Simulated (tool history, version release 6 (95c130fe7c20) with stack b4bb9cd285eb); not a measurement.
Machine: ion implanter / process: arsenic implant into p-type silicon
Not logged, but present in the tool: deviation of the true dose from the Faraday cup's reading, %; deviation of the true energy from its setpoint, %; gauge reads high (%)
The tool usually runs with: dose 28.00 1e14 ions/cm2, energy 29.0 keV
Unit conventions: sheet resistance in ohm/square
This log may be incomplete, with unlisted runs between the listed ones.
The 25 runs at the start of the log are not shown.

run	hour	dose	energy	wafers since the last listed run	hours since the last dose calibration	hours since the extraction supply was calibrated	hours since the gauge calibration	read-back reference wafer on the same gauge, sheet resistance	sheet resistance
26	1424.8	35.75	24.0	669	576.6	539.0	252.1	88.36	79.36
27	1466.3	34.58	37.0	1116	618.1	580.5	293.6	88.25	66.15
28	1508.5	24.94	23.0	1135	660.3	622.7	335.8	88.34	85.76
29	1566.8	20.13	37.0	1568	718.6	681.0	394.1	88.31	75.64
30	1600.1	31.14	21.0	895	751.9	714.3	427.4	88.31	85.24
31	1747.0	35.52	29.0	3952	898.8	861.2	574.3	88.31	73.77
32	1810.6	22.88	29.0	1711	962.4	924.8	637.9	88.25	79.70
33	1871.8	23.54	22.0	1646	1023.6	986.0	699.1	88.30	88.52
34	1941.7	23.93	20.0	1880	1093.5	1055.9	769.0	88.27	90.69
35	2073.2	20.83	32.0	3537	1225.0	1187.4	900.5	88.15	79.08

Predict each of these 3 candidate next runs independently; none follows another, all start after run 35:
A	2073.6	28.00	19.5	10	1225.4	1187.8	900.9	?	?
B	2073.6	24.80	29.0	10	1225.4	1187.8	900.9	?	?
C	2073.6	22.31	29.0	10	1225.4	1187.8	900.9	?	?

run	read-back reference wafer on the same gauge, sheet resistance	sheet resistance
A	88.30	88.28
B	88.30	78.09
C	88.30	80.12
Had the tool no hidden state, the same runs would have come out as:
run	sheet resistance
A	88.28
B	78.09
C	80.12
